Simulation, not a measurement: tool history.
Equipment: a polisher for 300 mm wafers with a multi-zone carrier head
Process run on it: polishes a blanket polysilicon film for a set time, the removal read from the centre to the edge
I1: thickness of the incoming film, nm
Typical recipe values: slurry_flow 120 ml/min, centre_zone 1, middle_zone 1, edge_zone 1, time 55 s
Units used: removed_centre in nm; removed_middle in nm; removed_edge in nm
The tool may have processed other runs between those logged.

{"run": 1, "hour": 0.0, "slurry_flow": 120, "centre_zone": 1, "middle_zone": 1, "edge_zone": 1, "time": 55, "I1": 971, "removed_centre": 351, "removed_middle": 356.2, "removed_edge": 357.3}
{"run": 2, "hour": 7.5, "slurry_flow": 120, "centre_zone": 1, "middle_zone": 1, "edge_zone": 1, "time": 55, "I1": 961.1, "removed_centre": 350.9, "removed_middle": 350.8, "removed_edge": 358.5}
{"run": 3, "hour": 22.8, "slurry_flow": 120, "centre_zone": 1, "middle_zone": 1, "edge_zone": 1, "time": 55, "I1": 958.8, "removed_centre": 351.9, "removed_middle": 353.8, "removed_edge": 358.9}
{"run": 4, "hour": 37.7, "slurry_flow": 120, "centre_zone": 1, "middle_zone": 1, "edge_zone": 1, "time": 55, "I1": 963.6, "removed_centre": 351, "removed_middle": 356.4, "removed_edge": 356.8}
{"hour": 42.9, "done": "worn pad replaced by a new one"}
{"run": 5, "hour": 48.7, "slurry_flow": 120, "centre_zone": 1, "middle_zone": 1, "edge_zone": 1, "time": 55, "I1": 969, "removed_centre": 349, "removed_middle": 356.4, "removed_edge": 357.2}
{"run": 6, "hour": 60.3, "slurry_flow": 120, "centre_zone": 1, "middle_zone": 1, "edge_zone": 1, "time": 55, "I1": 980.5, "removed_centre": 353.4, "removed_middle": 355.9, "removed_edge": 359.3}
{"run": 7, "hour": 75.2, "slurry_flow": 120, "centre_zone": 1, "middle_zone": 1, "edge_zone": 1, "time": 40, "I1": 988, "removed_centre": 250.8, "removed_middle": 257.8, "removed_edge": 260.4}
{"run": 8, "hour": 91.6, "slurry_flow": 120, "centre_zone": 1, "middle_zone": 1, "edge_zone": 1, "time": 51, "I1": 968.3, "removed_centre": 327.3, "removed_middle": 332.4, "removed_edge": 325.9}
{"hour": 103.0, "done": "slurry nozzle cleaned"}
{"run": 9, "hour": 105.7, "slurry_flow": 120, "centre_zone": 1, "middle_zone": 1, "edge_zone": 1, "time": 51, "I1": 960.4, "removed_centre": 326.2, "removed_middle": 328.5, "removed_edge": 327.2}
{"hour": 112.8, "done": "centre zone pressure recalibrated"}
{"hour": 124.0, "done": "worn pad replaced by a new one"}
{"run": 10, "hour": 124.5, "slurry_flow": 160, "centre_zone": 1, "middle_zone": 1, "edge_zone": 0.93, "time": 49, "I1": 970.6, "removed_centre": 333.9, "removed_middle": 334.3, "removed_edge": 325.7}
{"run": 11, "hour": 137.1, "slurry_flow": 120, "centre_zone": 0.88, "middle_zone": 1.04, "edge_zone": 0.93, "time": 42, "I1": 959.3, "removed_centre": 252.5, "removed_middle": 279.3, "removed_edge": 264.7}

The next listed run, before its measurement:
{"hour": 148.5, "done": "carrier head's membrane replaced by a new one"}
{"hour": 150.5, "done": "edge zone pressure recalibrated"}
{"run": 12, "hour": 151.0, "slurry_flow": 105, "centre_zone": 0.94, "middle_zone": 1.07, "edge_zone": 0.94, "time": 55, "I1": 981.5, "removed_centre": "?", "removed_middle": "?", "removed_edge": "?"}

{"run 12": {"removed_centre": 327.1, "removed_middle": 364.7, "removed_edge": 338.4}}
Were there no unlogged condition in the tool, this run, its random variation unchanged, would have produced removed_centre 327.1 nm, removed_middle 364.7 nm, removed_edge 338.4 nm.

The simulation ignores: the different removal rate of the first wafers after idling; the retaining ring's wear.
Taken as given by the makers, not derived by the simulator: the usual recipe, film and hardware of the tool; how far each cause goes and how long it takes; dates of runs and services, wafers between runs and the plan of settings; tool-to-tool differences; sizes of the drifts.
